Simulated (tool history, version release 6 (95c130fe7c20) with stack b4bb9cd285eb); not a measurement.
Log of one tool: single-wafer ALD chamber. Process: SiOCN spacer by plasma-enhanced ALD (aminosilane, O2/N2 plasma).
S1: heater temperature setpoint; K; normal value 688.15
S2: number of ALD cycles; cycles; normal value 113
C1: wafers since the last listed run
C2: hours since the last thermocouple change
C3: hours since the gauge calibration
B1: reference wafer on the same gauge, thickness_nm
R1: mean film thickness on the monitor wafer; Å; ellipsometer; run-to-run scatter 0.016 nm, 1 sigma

run,hour,S1,S2,C1,C2,C3,B1,R1
1,0.0,688.15,121,0,1203.7,613.1,5.748,70.62
2,14.9,688.15,121,45,1218.6,628.0,5.750,70.42
3,32.8,688.15,113,54,1236.5,645.9,5.748,66.21
4,63.5,688.15,113,93,1267.2,676.6,5.749,66.14
5,93.9,688.15,113,93,1297.6,707.0,5.748,65.70
6,129.0,688.15,113,107,1332.7,742.1,5.748,65.82
7,217.8,688.15,113,271,1421.5,830.9,5.750,66.15
8,235.0,688.15,113,52,1438.7,848.1,5.748,66.08
9,251.5,698.15,102,50,1455.2,864.6,5.750,58.02
10,281.8,698.15,102,92,1485.5,894.9,5.750,57.99
11,297.2,698.15,102,47,1500.9,910.3,5.751,57.78
12,331.4,688.15,113,104,1535.1,944.5,5.750,65.68
13,354.9,679.15,129,71,1558.6,968.0,5.752,77.43
14,372.0,679.15,129,52,1575.7,985.1,5.751,77.35
15,385.9,679.15,129,42,1589.6,999.0,5.748,77.16
# hour 418.3: gauge calibrated
# hour 419.8: thermocouple changed; heater temperature recalibrated
16,420.3,688.15,113,80,0.5,2.0,5.751,64.71
17,447.8,688.15,113,84,28.0,29.5,5.746,64.88
18,466.6,688.15,113,57,46.8,48.3,5.754,64.70
19,487.2,688.15,113,63,67.4,68.9,5.748,65.00
20,501.1,696.15,101,42,81.3,82.8,5.751,56.69
21,523.4,698.15,121,68,103.6,105.1,5.748,67.60
22,546.8,688.15,122,71,127.0,128.5,5.752,70.17
23,559.1,698.15,121,37,139.3,140.8,5.746,67.56
24,594.3,682.15,98,107,174.5,176.0,5.749,57.22
25,620.2,693.15,123,79,200.4,201.9,5.754,69.65
26,706.5,681.15,100,264,286.7,288.2,5.749,58.49
27,722.2,688.15,113,48,302.4,303.9,5.750,65.00
28,751.7,688.15,113,90,331.9,333.4,5.749,65.03
29,787.5,676.15,113,109,367.7,369.2,5.750,67.88
30,818.7,693.15,126,95,398.9,400.4,5.749,71.72
31,832.3,692.15,92,41,412.5,414.0,5.749,52.52
32,852.0,688.15,113,60,432.2,433.7,5.753,65.20
33,871.9,677.15,131,60,452.1,453.6,5.752,78.57
34,892.2,673.15,123,62,472.4,473.9,5.751,73.70
35,919.8,676.15,99,84,500.0,501.5,5.750,59.09
36,954.9,700.15,133,107,535.1,536.6,5.752,74.47

Consider 5 possible next runs. They are alternatives, not a sequence: every one starts from the tool as it was left by run 36. What does each give?
A,955.5,688.15,113,1,535.7,537.2,?,?
B,955.5,673.15,107,1,535.7,537.2,?,?
C,955.5,688.15,96,1,535.7,537.2,?,?
D,955.5,677.15,128,1,535.7,537.2,?,?
E,955.5,703.15,97,1,535.7,537.2,?,?

run,B1,R1
A,5.750,65.44
B,5.750,64.31
C,5.750,55.59
D,5.750,76.47
E,5.750,53.75
Take away the tool's hidden state, keep each run's random variation, and the runs would have read:
run,R1
A,64.86
B,64.09
C,55.10
D,75.82
E,53.26
